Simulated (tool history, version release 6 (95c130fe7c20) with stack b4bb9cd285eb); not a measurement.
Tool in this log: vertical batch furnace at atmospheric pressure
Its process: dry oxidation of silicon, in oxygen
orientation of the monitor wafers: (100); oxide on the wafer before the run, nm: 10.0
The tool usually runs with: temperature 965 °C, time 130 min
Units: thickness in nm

run,hour,temperature,time,"read-back reference wafer on the same gauge, thickness",thickness
1,0,965,174,61.2,79.72
2,22.7,965,174,61.21,79.53
3,34.6,965,84.5,61.18,49.18
4,55.5,965,84.5,61.16,49.12
5,77.5,965,130,61.24,65.37
6,86.1,965,130,61.21,65.38
7,104.5,965,130,61.22,65.56
8,116.4,965,130,61.16,65.5
# hour 140.8: thermocouples replaced and temperature profile calibrated
9,141.3,965,130,61.21,63.57
10,146.8,953,98.5,61.24,48.28
11,161,953,98.5,61.19,48.2
12,182.9,953,98.5,61.18,48.28
13,191.4,965,130,61.18,63.71
14,203.8,946,130,61.22,54.14
15,225.8,984,79,61.17,52.46
# hour 263: boat lift adjusted
16,263.5,974,93.5,61.21,54.34
17,269.3,965,130,61.15,63.51
18,278.6,965,94.5,61.14,51.48
19,288.4,965,173.5,61.19,77.42
20,302.7,985,107.5,61.17,64.74
21,319,956,91.5,61.18,47.31
22,331.1,980,74,61.18,48.82
23,345.4,947,191,61.22,71.3
24,378.7,946,70,61.16,36.66
# hour 380.5: gauge calibrated
25,397.4,965,130,61.23,63.61
26,412.5,965,130,61.22,63.62
27,428.6,959,110,61.18,54.33
28,451.8,965,130,61.23,63.78
29,471.1,951,186.5,61.15,72.71
30,484.1,965,130,61.21,63.52
31,502,972,189.5,61.18,86.41
32,513.2,948,75.5,61.21,39.12
33,526.9,965,130,61.18,63.44
34,540.4,983,102,61.21,61.47
35,560,946,167,61.23,64.36
36,571.7,987,81,61.18,54.66
37,583.7,986,168,61.21,88.48
38,598.5,955,160,61.2,67.73
39,614.2,990,176.5,61.17,94.49

State the hidden condition of the tool at each of the runs:
monitor wafer colder than the profiled boat position, K: 0 on each run
gauge reads high (%): 0 on each run
H1: true tube temperature minus thermocouple reading, K
run,H1
1,4.63
2,4.68
3,4.7
4,4.75
5,4.79
6,4.81
7,4.85
8,4.88
9,0.788
10,0.788
11,0.788
12,0.788
13,0.789
14,0.789
15,0.79
16,0.792
17,0.792
18,0.793
19,0.794
20,0.795
21,0.797
22,0.798
23,0.799
24,0.803
25,0.806
26,0.808
27,0.81
28,0.814
29,0.818
30,0.82
31,0.823
32,0.826
33,0.829
34,0.831
35,0.836
36,0.839
37,0.841
38,0.845
39,0.849
